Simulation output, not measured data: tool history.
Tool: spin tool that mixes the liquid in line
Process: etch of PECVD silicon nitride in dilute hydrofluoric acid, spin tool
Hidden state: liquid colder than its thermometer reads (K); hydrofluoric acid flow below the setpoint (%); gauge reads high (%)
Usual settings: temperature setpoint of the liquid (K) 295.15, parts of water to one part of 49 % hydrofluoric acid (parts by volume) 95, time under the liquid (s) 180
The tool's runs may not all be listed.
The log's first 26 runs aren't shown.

run	hour	temperature setpoint of the liquid (K)	parts of water to one part of 49 % hydrofluoric acid (parts by volume)	time under the liquid (s)	wafers since the last listed run	hours since the thermometer was replaced	hours since the hydrofluoric acid flow meter was replaced	hours since the gauge calibration	read-back film thickness of the PECVD silicon nitride reference wafer, read on the same gauge (nm)	thickness taken off the PECVD silicon nitride on a monitor wafer (nm)
27	710.8	292.65	95	180	160	158.3	146.8	441.6	69.99	5.52
28	729.2	292.65	60	180	147	176.7	165.2	460.0	70.03	8.66
29	748.6	295.15	95	180	155	196.1	184.6	479.4	70.00	6.50
30	782.2	295.15	95	130	268	229.7	218.2	513.0	70.04	4.65
31	813.8	295.15	95	180	252	261.3	249.8	544.6	70.02	6.45
32	848.6	295.15	95	105	278	296.1	284.6	579.4	70.01	3.70
33	879.7	295.15	95	180	248	327.2	315.7	610.5	70.01	6.40
34	907.2	295.15	95	180	219	354.7	343.2	638.0	70.00	6.33

Forecast each of these 3 alternatives for the next run:
A	907.7	299.65	95	180	3	355.2	343.7	638.5	?	?
B	907.7	300.15	65	130	3	355.2	343.7	638.5	?	?
C	907.7	299.15	115	225	3	355.2	343.7	638.5	?	?

run	read-back film thickness of the PECVD silicon nitride reference wafer, read on the same gauge (nm)	thickness taken off the PECVD silicon nitride on a monitor wafer (nm)
A	70.03	8.50
B	70.03	9.25
C	70.03	8.51
Without the tool's hidden state the same runs would have given:
run	thickness taken off the PECVD silicon nitride on a monitor wafer (nm)
A	9.11
B	9.90
C	9.12
